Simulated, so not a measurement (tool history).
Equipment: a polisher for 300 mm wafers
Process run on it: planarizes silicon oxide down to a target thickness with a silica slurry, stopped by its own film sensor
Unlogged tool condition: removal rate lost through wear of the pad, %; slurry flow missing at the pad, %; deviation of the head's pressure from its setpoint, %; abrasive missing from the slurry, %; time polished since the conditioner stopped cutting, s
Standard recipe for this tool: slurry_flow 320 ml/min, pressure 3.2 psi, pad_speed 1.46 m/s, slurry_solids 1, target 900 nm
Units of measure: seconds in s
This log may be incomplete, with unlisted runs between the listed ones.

run	hour	slurry_flow	pressure	pad_speed	slurry_solids	target	wafers since the last listed run	wafers polished on this pad	hours since the slurry nozzle was cleaned	hours since the head pressure was calibrated	hours since the slurry blender was calibrated	hours since the conditioning disc was replaced	incoming thickness of the incoming film, nm	seconds
1	0	270	3.2	1.46	1	900	0	1382	158.5	571.5	191.6	35.3	1168.9	103.2
2	97.7	270	3.2	1.46	1	900	919	2301	256.2	669.2	289.3	133	1165.9	103.7
3	202.1	270	3.2	1.46	1	900	982	3284	360.6	773.6	393.7	237.4	1175.3	109.7
4	240.3	320	3.2	1.46	1	900	359	3643	398.8	811.8	431.9	275.6	1181.8	108.8
5	299.7	320	3.2	1.9	1	847	559	4203	458.2	871.2	491.3	335	1157.8	100.5
6	349.6	320	3.2	1.62	0.85	900	469	4672	508.1	921.1	541.2	384.9	1187.6	114.2
7	438.6	320	3.2	1.46	1	900	837	5510	597.1	1010.1	630.2	473.9	1154.4	105.5
# hour 484.2: slurry blender recalibrated
8	506.1	320	4.3	1.46	1	984	616	6126	664.6	1077.6	21.9	541.4	1182.1	59.3
# hour 520.3: head pressure recalibrated
# hour 543.9: worn pad replaced by a new one
9	572.6	215	3.2	1.76	1	900	569	270	731.1	52.3	88.4	607.9	1168.7	90.4
# hour 595.1: conditioning disc replaced and pad reconditioned
# hour 677.3: slurry nozzle cleaned
10	832.3	405	2.1	0.96	1.15	900	2415	2686	155	312	348.1	237.2	1172.9	192.2
11	877.2	320	3.2	1.46	1	826	422	3108	199.9	356.9	393	282.1	1176	139.1
12	945.4	320	2.2	1.8	1	944	641	3750	268.1	425.1	461.2	350.3	1174.2	100.9
13	1042.5	240	3.2	1.46	1	900	913	4664	365.2	522.2	558.3	447.4	1167.3	110.1
14	1089.5	320	3.2	1.46	1	900	442	5107	412.2	569.2	605.3	494.4	1177.4	112
# hour 1146.2: slurry blender recalibrated
15	1190.4	320	3.2	1.46	1	900	930	6037	513.1	670.1	44.2	595.3	1167.1	101.2
# hour 1284.7: worn pad replaced by a new one
16	1291	275	4	1.94	1	842	909	59	613.7	770.7	144.8	695.9	1152.7	80.6
17	1379.1	320	3.8	1.02	1.1	931	829	888	701.8	858.8	232.9	784	1166.3	100.8
# hour 1405.1: conditioning disc replaced and pad reconditioned
# hour 1465.5: slurry nozzle cleaned
18	1473.7	320	3.2	1.46	1	935	862	1750	8.2	953.4	327.5	68.6	1170	90.2
19	1534.6	320	3.2	1.46	1	900	573	2323	69.1	1014.3	388.4	129.5	1151.1	97.1
20	1640	320	3.2	1.84	0.9	847	991	3315	174.5	1119.7	493.8	234.9	1162.7	106.5
21	1720.2	420	2.2	1.46	0.7	822	754	4070	254.7	1199.9	574	315.1	1172	212.5
22	1785.3	365	3.5	1.08	1	811	612	4683	319.8	1265	639.1	380.2	1180	175.8
# hour 1894.9: slurry blender recalibrated
# hour 1916.2: head pressure recalibrated
23	1961	320	3.2	1.46	1	900	1615	6299	495.5	44.8	66.1	555.9	1189.4	110
24	2047.9	320	3.2	1.46	1.15	900	817	7117	582.4	131.7	153	642.8	1163.1	96.2
# hour 2097.9: worn pad replaced by a new one
25	2100.5	320	3.2	1.46	1	826	457	24	635	184.3	205.6	695.4	1188.4	142.8
# hour 2123.1: conditioning disc replaced and pad reconditioned
26	2139.8	320	3.2	1.46	1	845	351	375	674.3	223.6	244.9	16.7	1176.5	128.8

Give the tool's hidden conditions for every run:
removal rate lost through wear of the pad, %: 0, the same for each run
slurry flow missing at the pad, %: 0, the same for each run
deviation of the head's pressure from its setpoint, %: 0, the same for each run
time polished since the conditioner stopped cutting, s: 0, the same for each run
H1: abrasive missing from the slurry, %
run	H1
1	3.86
2	5.89
3	8.97
4	10.3
5	12.7
6	14.9
7	19.5
8	1.6
9	1.92
10	6.83
11	8.27
12	10.8
13	15.1
14	17.4
15	0.139
16	0.961
17	2.4
18	4.69
19	6.58
20	10.6
21	14.3
22	17.7
23	4.83
24	5.65
25	6.47
26	7.24

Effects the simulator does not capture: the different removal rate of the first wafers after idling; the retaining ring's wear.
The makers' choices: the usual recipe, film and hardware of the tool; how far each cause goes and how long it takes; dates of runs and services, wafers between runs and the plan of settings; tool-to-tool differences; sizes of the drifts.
